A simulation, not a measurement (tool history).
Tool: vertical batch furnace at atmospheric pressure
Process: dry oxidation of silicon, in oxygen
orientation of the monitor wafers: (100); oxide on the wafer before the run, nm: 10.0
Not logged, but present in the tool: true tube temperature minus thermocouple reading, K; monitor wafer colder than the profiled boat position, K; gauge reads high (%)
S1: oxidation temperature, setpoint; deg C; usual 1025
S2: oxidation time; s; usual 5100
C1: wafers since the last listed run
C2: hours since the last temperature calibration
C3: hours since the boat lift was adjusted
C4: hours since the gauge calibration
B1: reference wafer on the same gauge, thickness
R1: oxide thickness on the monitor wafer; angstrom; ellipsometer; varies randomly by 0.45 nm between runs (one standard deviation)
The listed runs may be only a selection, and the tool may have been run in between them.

run    hour    S1    S2    C1      C2      C3      C4     B1      R1
  1     0.0  1025  5100     0  3870.2  1160.4  1225.3  97.78   914.4
  2    59.1  1025  5100   536  3929.3  1219.5  1284.4  97.89   911.1
  3    87.5  1025  5100   257  3957.7  1247.9  1312.8  98.04   920.9
  4   122.3  1025  5100   315  3992.5  1282.7  1347.6  98.06   919.1
  5   148.3  1025  5100   235  4018.5  1308.7  1373.6  98.16   914.7
  6   202.9  1025  5100   495  4073.1  1363.3  1428.2  98.30   911.9
  7   250.3  1025  5100   430  4120.5  1410.7  1475.6  98.57   918.0
  8   278.1  1025  5100   252  4148.3  1438.5  1503.4  98.54   918.6
  9   336.5  1025  5100   529  4206.7  1496.9  1561.8  98.63   921.9
 10   377.1  1025  5100   368  4247.3  1537.5  1602.4  98.71   916.9
      468.5  -- gauge calibrated
 11   471.2  1025  5100   853  4341.4  1631.6     2.7  93.62   871.1
 12   500.9  1025  5100   269  4371.1  1661.3    32.4  93.63   871.6
 13   551.4  1044  5100   458  4421.6  1711.8    82.9  93.73  1019.6
 14   585.0  1025  6030   304  4455.2  1745.4   116.5  93.95   973.5
 15   637.1  1036  2790   472  4507.3  1797.5   168.6  93.83   665.9
 16   682.3  1025  5100   410  4552.5  1842.7   213.8  94.19   874.0
 17   718.7  1025  3450   330  4588.9  1879.1   250.2  94.32   688.7
      776.7  -- boat lift adjusted
 18   786.5  1040  3360   397  4656.7     9.8   318.0  94.40   774.5
 19   818.5  1045  6660   290  4688.7    41.8   350.0  94.37  1237.5
 20   889.2  1004  5100   641  4759.4   112.5   420.7  94.52   737.3
      925.8  -- thermocouples replaced and temperature profile calibrated
 21   933.3  1008  6840   182     7.5   156.6   464.8  94.60   930.5
 22  1125.4  1025  5100  1743   199.6   348.7   656.9  95.23   884.2

What will run 23 give?
 23  1185.6  1018  6060  546  259.8  408.9  717.1   ?   ?

B1: 95.29
R1: 931.1 angstrom
The same run, on a tool lacking any hidden state, would have yielded R1 919.6 angstrom.

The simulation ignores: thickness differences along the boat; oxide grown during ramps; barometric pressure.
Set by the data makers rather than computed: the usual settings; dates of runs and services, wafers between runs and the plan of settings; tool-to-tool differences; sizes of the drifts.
